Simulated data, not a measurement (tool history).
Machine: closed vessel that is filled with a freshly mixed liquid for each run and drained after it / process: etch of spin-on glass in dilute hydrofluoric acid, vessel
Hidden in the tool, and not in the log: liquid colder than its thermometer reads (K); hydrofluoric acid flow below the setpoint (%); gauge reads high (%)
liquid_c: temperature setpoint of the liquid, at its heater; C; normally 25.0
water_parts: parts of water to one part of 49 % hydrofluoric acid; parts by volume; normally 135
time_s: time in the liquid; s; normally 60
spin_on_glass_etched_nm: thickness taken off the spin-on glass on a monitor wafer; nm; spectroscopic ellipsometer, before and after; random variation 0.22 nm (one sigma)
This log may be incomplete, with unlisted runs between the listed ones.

| run | hour | liquid_c | water_parts | time_s | wafers since the last listed run | hours since the thermometer was replaced | hours since the hydrofluoric acid flow meter was replaced | hours since the gauge calibration | read-back film thickness of the spin-on glass reference wafer, read on the same gauge (nm) | spin_on_glass_etched_nm |
|---|---|---|---|---|---|---|---|---|---|---|
| 1 | 0.0 | 25.0 | 135 | 60 | 0 | 2446.5 | 801.4 | 197.2 | 140.03 | 21.56 |
| 2 | 13.0 | 25.0 | 135 | 60 | 971 | 2459.5 | 814.4 | 210.2 | 140.01 | 21.53 |
| 3 | 34.8 | 25.0 | 135 | 60 | 1629 | 2481.3 | 836.2 | 232.0 | 139.97 | 21.28 |
| 4 | 50.2 | 25.0 | 135 | 60 | 1151 | 2496.7 | 851.6 | 247.4 | 139.98 | 21.44 |
| 5 | 83.7 | 25.0 | 135 | 60 | 2504 | 2530.2 | 885.1 | 280.9 | 139.98 | 21.73 |
| 6 | 100.1 | 25.0 | 135 | 60 | 1226 | 2546.6 | 901.5 | 297.3 | 139.99 | 21.23 |
| 7 | 126.0 | 25.0 | 135 | 75 | 1936 | 2572.5 | 927.4 | 323.2 | 140.04 | 26.28 |
|  | 128.9 | thermometer replaced |
| 8 | 151.8 | 25.0 | 135 | 75 | 1854 | 22.9 | 953.2 | 349.0 | 140.02 | 26.44 |
| 9 | 175.6 | 25.0 | 135 | 75 | 1779 | 46.7 | 977.0 | 372.8 | 140.01 | 26.13 |
| 10 | 197.2 | 25.0 | 135 | 60 | 1614 | 68.3 | 998.6 | 394.4 | 140.01 | 21.09 |
| 11 | 211.3 | 25.0 | 135 | 60 | 1054 | 82.4 | 1012.7 | 408.5 | 140.01 | 20.99 |
| 12 | 247.0 | 27.5 | 155 | 85 | 2668 | 118.1 | 1048.4 | 444.2 | 140.00 | 28.13 |
| 13 | 260.0 | 22.5 | 70 | 80 | 971 | 131.1 | 1061.4 | 457.2 | 139.99 | 53.02 |
|  | 276.7 | hydrofluoric acid flow meter replaced |
| 14 | 283.9 | 27.5 | 135 | 60 | 1712 | 155.0 | 7.2 | 481.1 | 139.99 | 25.74 |
| 15 | 313.3 | 27.5 | 155 | 30 | 2197 | 184.4 | 36.6 | 510.5 | 140.01 | 11.03 |
| 16 | 337.2 | 25.0 | 135 | 60 | 1786 | 208.3 | 60.5 | 534.4 | 139.98 | 22.90 |
| 17 | 353.0 | 25.0 | 135 | 60 | 1181 | 224.1 | 76.3 | 550.2 | 140.00 | 23.09 |
| 18 | 381.9 | 30.0 | 135 | 85 | 2160 | 253.0 | 105.2 | 579.1 | 139.97 | 39.67 |
|  | 444.1 | gauge calibrated |
| 19 | 446.3 | 25.0 | 205 | 95 | 4814 | 317.4 | 169.6 | 2.2 | 139.99 | 22.31 |
| 20 | 473.6 | 25.0 | 135 | 45 | 2040 | 344.7 | 196.9 | 29.5 | 139.98 | 17.12 |
| 21 | 497.0 | 25.0 | 205 | 95 | 1749 | 368.1 | 220.3 | 52.9 | 140.02 | 22.07 |
| 22 | 518.5 | 25.0 | 135 | 70 | 1607 | 389.6 | 241.8 | 74.4 | 140.06 | 26.87 |
| 23 | 536.5 | 28.0 | 195 | 40 | 1345 | 407.6 | 259.8 | 92.4 | 140.05 | 10.94 |
| 24 | 551.6 | 22.5 | 75 | 50 | 1128 | 422.7 | 274.9 | 107.5 | 139.99 | 33.14 |
| 25 | 576.6 | 25.0 | 135 | 35 | 1868 | 447.7 | 299.9 | 132.5 | 140.02 | 13.19 |
| 26 | 591.1 | 25.0 | 135 | 60 | 1084 | 462.2 | 314.4 | 147.0 | 139.97 | 22.92 |
| 27 | 607.6 | 26.5 | 105 | 75 | 1233 | 478.7 | 330.9 | 163.5 | 139.97 | 40.26 |
| 28 | 642.4 | 25.0 | 135 | 60 | 2601 | 513.5 | 365.7 | 198.3 | 140.01 | 22.47 |
| 29 | 668.5 | 27.0 | 95 | 60 | 1951 | 539.6 | 391.8 | 224.4 | 139.98 | 36.55 |
| 30 | 683.7 | 28.5 | 85 | 60 | 1136 | 554.8 | 407.0 | 239.6 | 140.01 | 44.30 |
| 31 | 709.6 | 20.0 | 165 | 70 | 1936 | 580.7 | 432.9 | 265.5 | 139.99 | 17.00 |
| 32 | 742.5 | 23.5 | 95 | 60 | 2459 | 613.6 | 465.8 | 298.4 | 140.01 | 31.85 |
| 33 | 766.9 | 25.0 | 205 | 95 | 1824 | 638.0 | 490.2 | 322.8 | 139.98 | 21.65 |

Below are 5 alternative next runs, each starting from the tool's condition after run 33. Predict each:
| A | 767.6 | 25.0 | 155 | 60 | 52 | 638.7 | 490.9 | 323.5 | ? | ? |
| B | 767.6 | 25.0 | 135 | 90 | 52 | 638.7 | 490.9 | 323.5 | ? | ? |
| C | 767.6 | 22.0 | 155 | 80 | 52 | 638.7 | 490.9 | 323.5 | ? | ? |
| D | 767.6 | 29.0 | 185 | 35 | 52 | 638.7 | 490.9 | 323.5 | ? | ? |
| E | 767.6 | 29.0 | 100 | 60 | 52 | 638.7 | 490.9 | 323.5 | ? | ? |

| run | read-back film thickness of the spin-on glass reference wafer, read on the same gauge (nm) | spin_on_glass_etched_nm |
|---|---|---|
| A | 139.98 | 19.12 |
| B | 139.98 | 33.75 |
| C | 139.98 | 22.74 |
| D | 139.98 | 10.40 |
| E | 139.98 | 37.05 |
Had the tool no hidden state, the same runs would have come out as:
| run | spin_on_glass_etched_nm |
|---|---|
| A | 20.63 |
| B | 36.38 |
| C | 24.52 |
| D | 11.26 |
| E | 39.87 |

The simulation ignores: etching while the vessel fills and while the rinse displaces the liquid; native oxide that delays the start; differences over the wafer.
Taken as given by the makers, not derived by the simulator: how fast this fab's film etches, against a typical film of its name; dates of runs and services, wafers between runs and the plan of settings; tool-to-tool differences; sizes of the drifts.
